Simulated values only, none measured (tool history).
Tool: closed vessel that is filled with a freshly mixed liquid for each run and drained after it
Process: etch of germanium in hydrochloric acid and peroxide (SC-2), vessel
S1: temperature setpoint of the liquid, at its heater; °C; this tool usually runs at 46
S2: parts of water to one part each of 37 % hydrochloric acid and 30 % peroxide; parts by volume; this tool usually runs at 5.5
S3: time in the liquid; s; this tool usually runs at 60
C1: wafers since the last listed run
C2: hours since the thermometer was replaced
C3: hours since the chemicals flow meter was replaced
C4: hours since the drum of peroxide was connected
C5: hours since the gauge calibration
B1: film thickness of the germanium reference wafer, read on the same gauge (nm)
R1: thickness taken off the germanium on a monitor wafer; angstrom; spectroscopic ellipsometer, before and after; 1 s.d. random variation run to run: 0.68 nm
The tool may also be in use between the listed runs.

run 1 hour=0 | S1=46 S2=5.5 S3=60 | C1=0 C2=525.6 C3=571 C4=385.3 C5=213.5 | B1=119.98 | R1=1238.3
run 2 hour=14.6 | S1=49 S2=5.5 S3=60 | C1=1210 C2=540.2 C3=585.6 C4=399.9 C5=228.1 | B1=119.99 | R1=1351.5
run 3 hour=50.5 | S1=49 S2=5.5 S3=60 | C1=2977 C2=576.1 C3=621.5 C4=435.8 C5=264 | B1=119.99 | R1=1335.6
run 4 hour=70.6 | S1=46 S2=5.5 S3=60 | C1=1666 C2=596.2 C3=641.6 C4=455.9 C5=284.1 | B1=119.99 | R1=1228.6
run 5 hour=106.6 | S1=46 S2=5.5 S3=60 | C1=2985 C2=632.2 C3=677.6 C4=491.9 C5=320.1 | B1=119.99 | R1=1225.5
run 6 hour=135.9 | S1=46 S2=5.5 S3=60 | C1=2429 C2=661.5 C3=706.9 C4=521.2 C5=349.4 | B1=120.01 | R1=1211.7
run 7 hour=148.8 | S1=46 S2=5.5 S3=60 | C1=1069 C2=674.4 C3=719.8 C4=534.1 C5=362.3 | B1=119.99 | R1=1219
run 8 hour=163.5 | S1=46 S2=5.5 S3=60 | C1=1219 C2=689.1 C3=734.5 C4=548.8 C5=377 | B1=119.99 | R1=1211.4
run 9 hour=192.4 | S1=46 S2=5.5 S3=60 | C1=2396 C2=718 C3=763.4 C4=577.7 C5=405.9 | B1=120.01 | R1=1205.7
run 10 hour=223.1 | S1=46 S2=5.5 S3=60 | C1=2545 C2=748.7 C3=794.1 C4=608.4 C5=436.6 | B1=120 | R1=1208.7
run 11 hour=272.6 | S1=46 S2=5.5 S3=60 | C1=4104 C2=798.2 C3=843.6 C4=657.9 C5=486.1 | B1=119.99 | R1=1198.3
-- hour=288.4 gauge calibrated
-- hour=292.4 new drum of peroxide connected
run 12 hour=306.1 | S1=46 S2=4 S3=60 | C1=2695 C2=831.7 C3=877.1 C4=13.7 C5=17.7 | B1=120 | R1=1214.7
-- hour=313.5 chemicals flow meter replaced
-- hour=329.5 thermometer replaced
run 13 hour=338 | S1=40 S2=4 S3=60 | C1=2479 C2=8.5 C3=24.5 C4=45.6 C5=49.6 | B1=120.01 | R1=1024.5
run 14 hour=367.2 | S1=46 S2=5.5 S3=75 | C1=2421 C2=37.7 C3=53.7 C4=74.8 C5=78.8 | B1=120.01 | R1=1576.6
run 15 hour=381.5 | S1=46 S2=5.5 S3=60 | C1=1185 C2=52 C3=68 C4=89.1 C5=93.1 | B1=119.99 | R1=1251.9
run 16 hour=406.2 | S1=46 S2=5.5 S3=85 | C1=2048 C2=76.7 C3=92.7 C4=113.8 C5=117.8 | B1=119.99 | R1=1765.3
run 17 hour=432.5 | S1=46 S2=5.5 S3=60 | C1=2181 C2=103 C3=119 C4=140.1 C5=144.1 | B1=120.01 | R1=1252.7
run 18 hour=462.7 | S1=39 S2=4.5 S3=60 | C1=2504 C2=133.2 C3=149.2 C4=170.3 C5=174.3 | B1=119.97 | R1=986.6
run 19 hour=492.3 | S1=36.5 S2=4 S3=40 | C1=2454 C2=162.8 C3=178.8 C4=199.9 C5=203.9 | B1=120.02 | R1=599.4
run 20 hour=505.6 | S1=40 S2=5.5 S3=80 | C1=1102 C2=176.1 C3=192.1 C4=213.2 C5=217.2 | B1=120 | R1=1358.7
run 21 hour=541.1 | S1=46 S2=4 S3=60 | C1=2943 C2=211.6 C3=227.6 C4=248.7 C5=252.7 | B1=120 | R1=1251.9
run 22 hour=558.5 | S1=41.5 S2=5.5 S3=85 | C1=1442 C2=229 C3=245 C4=266.1 C5=270.1 | B1=120 | R1=1508
run 23 hour=571.9 | S1=46 S2=5.5 S3=60 | C1=1111 C2=242.4 C3=258.4 C4=279.5 C5=283.5 | B1=120.01 | R1=1234.5

How would selected steps in R1 from run to run divide? Give the signed amount a tool lacking its hidden state would still show from settings, what came in and random variation, and the signed amount left for the hidden state, including any gauge scatter that is not in both of the compared results.
The tool's hidden condition here consists of: liquid colder than its thermometer reads (K); chemicals flow above the setpoint (%); peroxide weaker than its label (%); gauge reads high (%).
Run 12 -> 13: S1 46 -> 40, chemicals flow meter replaced, thermometer replaced. R1 -190.2 angstrom: hidden state +51.8, all else -242.
Run 13 -> 14: S1 40 -> 46, S2 4 -> 5.5, S3 60 -> 75. R1 +552.1 angstrom: hidden state -3.3, all else +555.4.
Run 19 -> 20: S1 36.5 -> 40, S2 4 -> 5.5, S3 40 -> 80. R1 +759.3 angstrom: hidden state -8.3, all else +767.6.
